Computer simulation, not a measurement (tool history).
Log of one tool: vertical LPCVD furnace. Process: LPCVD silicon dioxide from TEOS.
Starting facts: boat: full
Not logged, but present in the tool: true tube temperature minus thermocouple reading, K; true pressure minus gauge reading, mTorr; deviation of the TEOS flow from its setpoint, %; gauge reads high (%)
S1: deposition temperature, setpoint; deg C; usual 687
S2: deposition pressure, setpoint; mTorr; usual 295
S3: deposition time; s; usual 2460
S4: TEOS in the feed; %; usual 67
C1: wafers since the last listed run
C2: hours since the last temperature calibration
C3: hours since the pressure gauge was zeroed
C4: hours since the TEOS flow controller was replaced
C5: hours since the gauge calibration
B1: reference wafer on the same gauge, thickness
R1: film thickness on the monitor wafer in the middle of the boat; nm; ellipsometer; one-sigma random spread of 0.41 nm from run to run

run 1 hour=0 | S1=684 S2=295 S3=2460 S4=67 | C1=0 C2=4695.2 C3=2179.6 C4=5239.3 C5=583.5 | B1=198.05 | R1=185.66
run 2 hour=35.6 | S1=684 S2=295 S3=2460 S4=67 | C1=790 C2=4730.8 C3=2215.2 C4=5274.9 C5=619.1 | B1=197.97 | R1=186.49
run 3 hour=70.9 | S1=684 S2=295 S3=2460 S4=67 | C1=783 C2=4766.1 C3=2250.5 C4=5310.2 C5=654.4 | B1=197.97 | R1=186.81
run 4 hour=104.9 | S1=691 S2=295 S3=2460 S4=67 | C1=754 C2=4800.1 C3=2284.5 C4=5344.2 C5=688.4 | B1=197.9 | R1=220.59
run 5 hour=135.1 | S1=691 S2=295 S3=2460 S4=67 | C1=670 C2=4830.3 C3=2314.7 C4=5374.4 C5=718.6 | B1=198.11 | R1=220.6
run 6 hour=166.2 | S1=687 S2=295 S3=2460 S4=77 | C1=690 C2=4861.4 C3=2345.8 C4=5405.5 C5=749.7 | B1=198.06 | R1=214.2
run 7 hour=183.6 | S1=687 S2=295 S3=2460 S4=67 | C1=386 C2=4878.8 C3=2363.2 C4=5422.9 C5=767.1 | B1=198.1 | R1=200.06
run 8 hour=216 | S1=687 S2=265 S3=2460 S4=67 | C1=719 C2=4911.2 C3=2395.6 C4=5455.3 C5=799.5 | B1=198 | R1=189.76
run 9 hour=248.6 | S1=687 S2=295 S3=2460 S4=60 | C1=723 C2=4943.8 C3=2428.2 C4=5487.9 C5=832.1 | B1=198.05 | R1=189.09
-- hour=303 gauge calibrated
-- hour=307.5 thermocouples replaced and temperature profile calibrated
run 10 hour=328.7 | S1=687 S2=295 S3=2460 S4=60 | C1=1245 C2=21.2 C3=2508.3 C4=5568 C5=25.7 | B1=197.99 | R1=189.2
run 11 hour=344.3 | S1=678 S2=295 S3=2460 S4=67 | C1=346 C2=36.8 C3=2523.9 C4=5583.6 C5=41.3 | B1=198.02 | R1=160.81
run 12 hour=369.1 | S1=687 S2=280 S3=2460 S4=67 | C1=550 C2=61.6 C3=2548.7 C4=5608.4 C5=66.1 | B1=198.1 | R1=195.79
-- hour=426.9 TEOS flow controller replaced
run 13 hour=427.4 | S1=687 S2=280 S3=2460 S4=67 | C1=761 C2=119.9 C3=2607 C4=0.5 C5=124.4 | B1=198.07 | R1=194.89
run 14 hour=431.1 | S1=687 S2=295 S3=2460 S4=67 | C1=82 C2=123.6 C3=2610.7 C4=4.2 C5=128.1 | B1=198.02 | R1=199.98
run 15 hour=469.4 | S1=682 S2=295 S3=2460 S4=62 | C1=850 C2=161.9 C3=2649 C4=42.5 C5=166.4 | B1=198.11 | R1=170.53
run 16 hour=483 | S1=687 S2=225 S3=2460 S4=67 | C1=301 C2=175.5 C3=2662.6 C4=56.1 C5=180 | B1=197.96 | R1=175.61
run 17 hour=502.6 | S1=678 S2=295 S3=2460 S4=73 | C1=435 C2=195.1 C3=2682.2 C4=75.7 C5=199.6 | B1=198.04 | R1=168.69
run 18 hour=531.2 | S1=687 S2=295 S3=2460 S4=67 | C1=634 C2=223.7 C3=2710.8 C4=104.3 C5=228.2 | B1=197.88 | R1=199.3
run 19 hour=556.9 | S1=687 S2=295 S3=2460 S4=67 | C1=570 C2=249.4 C3=2736.5 C4=130 C5=253.9 | B1=198.02 | R1=199.97
-- hour=600.1 pressure gauge zeroed
run 20 hour=600.6 | S1=681 S2=260 S3=2460 S4=63 | C1=437 C2=293.1 C3=0.5 C4=173.7 C5=297.6 | B1=198.02 | R1=148.36
run 21 hour=604.2 | S1=681 S2=350 S3=1950 S4=64 | C1=79 C2=296.7 C3=4.1 C4=177.3 C5=301.2 | B1=197.94 | R1=139.98
run 22 hour=638.1 | S1=679 S2=295 S3=2460 S4=60 | C1=752 C2=330.6 C3=38 C4=211.2 C5=335.1 | B1=198.04 | R1=147.91
run 23 hour=672.8 | S1=675 S2=260 S3=2160 S4=67 | C1=770 C2=365.3 C3=72.7 C4=245.9 C5=369.8 | B1=197.95 | R1=116.69
run 24 hour=685.4 | S1=687 S2=295 S3=2460 S4=59 | C1=279 C2=377.9 C3=85.3 C4=258.5 C5=382.4 | B1=198.11 | R1=178.61
run 25 hour=718.6 | S1=687 S2=260 S3=1980 S4=67 | C1=736 C2=411.1 C3=118.5 C4=291.7 C5=415.6 | B1=198.03 | R1=144.07
run 26 hour=730.9 | S1=687 S2=295 S3=2460 S4=77 | C1=272 C2=423.4 C3=130.8 C4=304 C5=427.9 | B1=198.11 | R1=204.08
run 27 hour=747.2 | S1=687 S2=295 S3=2460 S4=67 | C1=361 C2=439.7 C3=147.1 C4=320.3 C5=444.2 | B1=197.79 | R1=190.94

Forecast run 28:
run 28 hour=775.9 | S1=687 S2=295 S3=2460 S4=67 | C1=636 C2=468.4 C3=175.8 C4=349 C5=472.9 | B1=? | R1=?

B1: 197.97
R1: 190.88 nm
Had the tool carried no hidden state, the very same run would have given R1 196.56 nm.
